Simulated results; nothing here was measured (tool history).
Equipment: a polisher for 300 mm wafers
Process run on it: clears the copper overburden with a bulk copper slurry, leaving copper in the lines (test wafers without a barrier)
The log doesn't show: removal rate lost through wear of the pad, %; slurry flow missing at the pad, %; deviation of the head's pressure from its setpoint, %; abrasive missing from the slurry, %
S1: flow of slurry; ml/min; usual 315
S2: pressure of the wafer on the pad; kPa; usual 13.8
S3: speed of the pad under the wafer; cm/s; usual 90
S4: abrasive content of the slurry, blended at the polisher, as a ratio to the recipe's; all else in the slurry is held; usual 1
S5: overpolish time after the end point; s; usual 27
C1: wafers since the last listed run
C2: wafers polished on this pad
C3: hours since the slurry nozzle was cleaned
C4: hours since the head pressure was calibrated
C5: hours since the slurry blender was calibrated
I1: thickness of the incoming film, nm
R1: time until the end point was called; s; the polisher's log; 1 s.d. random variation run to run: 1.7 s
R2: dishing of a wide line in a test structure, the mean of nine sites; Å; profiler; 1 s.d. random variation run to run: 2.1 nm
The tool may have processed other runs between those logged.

run	hour	S1	S2	S3	S4	S5	C1	C2	C3	C4	C5	I1	R1	R2
1	0	290	13.8	90	0.8	27	0	799	267.2	1266.9	129.9	494.8	106.1	846
# hour 16.9: slurry blender recalibrated
# hour 28: slurry nozzle cleaned
2	34.2	290	13.8	90	0.8	27	248	1048	6.2	1301.1	17.3	488.4	108.7	781
# hour 39.4: worn pad replaced by a new one
3	40.5	315	13.8	90	1	27	18	8	12.5	1307.4	23.6	480.2	87.8	884
4	50.4	315	13.8	90	1	27	78	87	22.4	1317.3	33.5	485.3	89.2	885
5	56.8	315	13.8	90	1	27	50	138	28.8	1323.7	39.9	484.9	90.2	911
6	67.5	315	13.8	90	1	27	85	223	39.5	1334.4	50.6	482.5	91	901
# hour 78.3: head pressure recalibrated
7	78.8	240	13.8	90	1	27	74	297	50.8	0.5	61.9	492.1	95.4	907
8	92.9	245	12.4	68	1.15	27	112	409	64.9	14.6	76	478.8	129.9	659
9	108.2	285	13.8	120	1.2	40	121	531	80.2	29.9	91.3	483.6	67.8	1287
10	126.1	360	13.8	64	1	27	142	674	98.1	47.8	109.2	481.2	132.5	714
11	134.9	315	13.8	116	1	27	70	744	106.9	56.6	118	477	74.3	1023
12	141.6	315	13.8	64	1	21	53	797	113.6	63.3	124.7	485.8	133.2	542
13	152.3	315	13.8	104	1	33	85	882	124.3	74	135.4	476.9	81.8	1025
# hour 159.8: slurry blender recalibrated
14	168.7	315	13.8	70	0.85	27	114	997	140.7	90.4	8.9	489.5	135.1	650
# hour 176.7: worn pad replaced by a new one
15	183.8	315	13.8	90	1	27	88	56	155.8	105.5	24	476.3	85.5	901
16	200.9	315	18.6	90	0.7	27	136	192	172.9	122.6	41.1	485.4	73	1034
17	218.5	315	13.8	76	1	27	140	332	190.5	140.2	58.7	487.7	105.9	792
18	229.4	235	18.6	90	1	17	86	419	201.4	151.1	69.6	481.9	68.5	808
19	247.1	315	13.8	90	1	27	140	560	219.1	168.8	87.3	491.4	95.4	897
20	264.8	315	13.8	90	0.75	27	140	701	236.8	186.5	105	484.1	100.5	798
21	276.2	315	13.8	90	0.8	27	90	792	248.2	197.9	116.4	485.4	102.7	847
22	288.1	390	9.7	118	1.15	27	94	887	260.1	209.8	128.3	481.6	102.2	779
# hour 299.6: worn pad replaced by a new one
23	301.8	315	13.8	110	0.85	27	77	17	273.8	223.5	142	481.6	75.1	967
# hour 322.9: slurry blender recalibrated
# hour 344.4: slurry nozzle cleaned
24	349.5	315	13.8	90	1	27	355	373	5.1	271.2	26.6	477.1	86.4	850
25	358.3	360	13.8	112	1.1	27	70	443	13.9	280	35.4	492.7	70.5	1010
26	368.6	315	13.8	68	1	33	82	525	24.2	290.3	45.7	485.4	123.7	839
27	375.9	315	13.8	90	1	27	58	583	31.5	297.6	53	490.8	94.5	884

Describe how what the log doesn't record of the tool's condition differs between the last listed run preceding each entry between runs and the first listed run following it.
Between runs 1 and 2: slurry blender recalibrated (hour 16.9); slurry nozzle cleaned (hour 28)
  removal rate lost through wear of the pad, %: 7.74 -> 12.8
  measured value less the no-hidden-state value, R1: +8.2 -> +14 s; R2: -46 -> -75 Å
Between runs 2 and 3: worn pad replaced by a new one (hour 39.4)
  removal rate lost through wear of the pad, %: 12.8 -> 0.802
  measured value less the no-hidden-state value, R1: +14 -> +0.7 s; R2: -75 -> -5 Å
Between runs 6 and 7: head pressure recalibrated (hour 78.3)
  removal rate lost through wear of the pad, %: 1.3 -> 1.79
  measured value less the no-hidden-state value, R1: +1.2 -> +1.7 s; R2: -8 -> -10 Å
Between runs 13 and 14: slurry blender recalibrated (hour 159.8)
  removal rate lost through wear of the pad, %: 8.9 -> 11.4
  measured value less the no-hidden-state value, R1: +7.3 -> +15.4 s; R2: -51 -> -59 Å
Between runs 14 and 15: worn pad replaced by a new one (hour 176.7)
  removal rate lost through wear of the pad, %: 11.4 -> 1.03
  measured value less the no-hidden-state value, R1: +15.4 -> +0.8 s; R2: -59 -> -6 Å
Between runs 22 and 23: worn pad replaced by a new one (hour 299.6)
  removal rate lost through wear of the pad, %: 8.88 -> 0.502
  measured value less the no-hidden-state value, R1: +9.1 -> +0.3 s; R2: -44 -> -2 Å
Between runs 23 and 24: slurry blender recalibrated (hour 322.9); slurry nozzle cleaned (hour 344.4)
  removal rate lost through wear of the pad, %: 0.502 -> 2.08
  measured value less the no-hidden-state value, R1: +0.3 -> +1.8 s; R2: -2 -> -11 Å
